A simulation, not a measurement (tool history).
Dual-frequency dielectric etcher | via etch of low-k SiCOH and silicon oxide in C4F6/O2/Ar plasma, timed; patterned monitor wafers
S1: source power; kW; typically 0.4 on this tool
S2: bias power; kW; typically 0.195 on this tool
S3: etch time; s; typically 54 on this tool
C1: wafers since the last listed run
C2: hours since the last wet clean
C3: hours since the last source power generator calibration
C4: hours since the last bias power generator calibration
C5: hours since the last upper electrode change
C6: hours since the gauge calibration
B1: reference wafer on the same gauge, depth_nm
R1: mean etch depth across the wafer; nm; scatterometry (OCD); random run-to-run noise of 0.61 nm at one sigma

run,hour,S1,S2,S3,C1,C2,C3,C4,C5,C6,B1,R1
1,0,0.4,0.216,42,0,436.4,2564.1,3498.7,4550,360,130.9,96.2
# hour 44.4: wet clean of the chamber
2,44.9,0.4,0.216,42,305,0.5,2609,3543.6,4594.9,404.9,131,93
3,64.3,0.4,0.216,42,284,19.9,2628.4,3563,4614.3,424.3,130.9,93.9
4,122.1,0.4,0.195,54,846,77.7,2686.2,3620.8,4672.1,482.1,131.2,118.1
5,188.3,0.4,0.195,54,969,143.9,2752.4,3687,4738.3,548.3,131,119.3
6,230.4,0.4,0.195,54,616,186,2794.5,3729.1,4780.4,590.4,131.1,119.5
7,325.4,0.4,0.195,54,1390,281,2889.5,3824.1,4875.4,685.4,131.2,119
8,373,0.4,0.195,54,696,328.6,2937.1,3871.7,4923,733,130.9,118.8
9,444.6,0.4,0.195,54,1048,400.2,3008.7,3943.3,4994.6,804.6,131.1,118.4
# hour 517: upper electrode replaced, of another model than before
10,517.5,0.4,0.195,54,715,473.1,3081.6,4016.2,0.5,877.5,131.1,120.7
# hour 541.9: bias power generator calibrated
# hour 547.5: wet clean of the chamber
11,549.3,0.4,0.195,61,324,1.8,3113.4,7.4,32.3,909.3,130.8,132.6
12,603.8,0.4,0.195,61,797,56.3,3167.9,61.9,86.8,963.8,131.1,135.6
13,632.5,0.32,0.195,54,420,85,3196.6,90.6,115.5,992.5,131.2,115.7
14,703,0.32,0.195,54,1032,155.5,3267.1,161.1,186,1063,130.8,115.9
15,750.7,0.4,0.195,54,698,203.2,3314.8,208.8,233.7,1110.7,131,119.8
16,786.9,0.48,0.183,39.5,529,239.4,3351,245,269.9,1146.9,131.2,88
# hour 820.3: source power generator calibrated
17,820.8,0.4,0.212,41,437,273.3,0.5,278.9,303.8,1180.8,130.8,92
# hour 885: gauge calibrated
18,889.8,0.33,0.234,54,1010,342.3,69.5,347.9,372.8,4.8,131.1,120.8
19,957.1,0.49,0.213,41.5,985,409.6,136.8,415.2,440.1,72.1,131.2,96.1
20,1000.2,0.4,0.195,40,630,452.7,179.9,458.3,483.2,115.2,131.1,88.4
21,1040.8,0.4,0.195,54,594,493.3,220.5,498.9,523.8,155.8,131,121.1
22,1065.2,0.44,0.236,45,357,517.7,244.9,523.3,548.2,180.2,131,105.8
# hour 1089.7: wet clean of the chamber
23,1091.4,0.4,0.195,54,32,1.7,271.1,549.5,574.4,206.4,131,118
24,1158.8,0.47,0.195,42,986,69.1,338.5,616.9,641.8,273.8,131,94.1
25,1203.4,0.4,0.195,66,652,113.7,383.1,661.5,686.4,318.4,131.1,144.2
26,1242.3,0.4,0.216,42,569,152.6,422,700.4,725.3,357.3,130.8,94.8
27,1305.6,0.3,0.173,66.5,926,215.9,485.3,763.7,788.6,420.6,131.1,139.4

Predict the results of run 28:
28,1357,0.36,0.21,54,752,267.3,536.7,815.1,840,472,?,?

Run 28 yielded B1 131, R1 119.5 nm.
With no hidden state in the tool, this same run would have given R1 118.3 nm.
